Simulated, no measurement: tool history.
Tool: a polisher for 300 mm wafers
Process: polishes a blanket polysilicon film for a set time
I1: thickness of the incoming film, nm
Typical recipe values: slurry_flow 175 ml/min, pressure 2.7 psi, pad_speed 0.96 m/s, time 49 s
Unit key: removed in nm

Run 1, hour 0: usual settings; I1 1528.6. Result: removed 328.3 nm.
Run 2, hour 14.1: usual settings; I1 1531.2. Result: removed 332.1 nm.
At hour 28.4: worn pad replaced by a new one.
Run 3, hour 113.9: usual settings; I1 1529.7. Result: removed 327.1 nm.
Run 4, hour 127.6: usual settings but pressure 3.1 psi, time 44 s; I1 1487.9. Result: removed 344.2 nm.
Run 5, hour 140.4: usual settings; I1 1521.6. Result: removed 334.2 nm.
Run 6, hour 174.9: usual settings; I1 1510.5. Result: removed 340.4 nm.
Run 7, hour 193.2: usual settings; I1 1541.5. Result: removed 330.4 nm.
Run 8, hour 228.8: usual settings; I1 1517.8. Result: removed 330.5 nm.
At hour 237.8: worn pad replaced by a new one.
Run 9, hour 251.4: usual settings; I1 1519.7. Result: removed 332.7 nm.
Run 10, hour 265.7: usual settings; I1 1495.6. Result: removed 330.2 nm.
Run 11, hour 299.5: usual settings; I1 1508.1. Result: removed 353.1 nm.
Run 12, hour 321: usual settings but pressure 2.3 psi; I1 1527.6. Result: removed 291.3 nm.
At hour 325.4: slurry nozzle cleaned.
Run 13, hour 354.6: usual settings but pressure 2.3 psi; I1 1533.3. Result: removed 292.5 nm.
Run 14, hour 386.9: usual settings but pressure 2.3 psi; I1 1501.5. Result: removed 286.5 nm.
Run 15, hour 402.2: usual settings; I1 1524.9. Result: removed 345.8 nm.
Run 16, hour 429.5: usual settings; I1 1495.1. Result: removed 344.2 nm.
Run 17, hour 443: usual settings but slurry_flow 115 ml/min, pressure 3.1 psi, pad_speed 1.16 m/s; I1 1497.3. Result: removed 441.1 nm.
Run 18, hour 467.1: usual settings but slurry_flow 160 ml/min, pressure 3.4 psi, time 44 s; I1 1490.9. Result: removed 389.1 nm.
Run 19, hour 484.9: usual settings but pressure 3.6 psi; I1 1513.5. Result: removed 466.9 nm.
At hour 493.1: worn pad replaced by a new one.
Run 20, hour 500.9: usual settings but pressure 3.6 psi; I1 1488.8. Result: removed 474.3 nm.
Run 21, hour 532.9: usual settings; I1 1496.7. Result: removed 358.1 nm.
Run 22, hour 563.7: usual settings but pressure 3.3 psi, time 43 s; I1 1513.8. Result: removed 370.7 nm.
Run 23, hour 628: usual settings; I1 1491.5. Result: removed 353.2 nm.
At hour 649.3: head pressure recalibrated.
Run 24, hour 661: usual settings; I1 1502.9. Result: removed 306.4 nm.

Run 25 has not been measured yet. What should we expect?
Run 25, hour 679.1: usual settings but slurry_flow 160 ml/min, pressure 2.1 psi, pad_speed 1.28 m/s, time 42 s; I1 1522.9. Result: removed ?.

removed: 265 nm
If the tool had no hidden condition, the same run with the same run-to-run variation would have returned removed 266.4 nm.
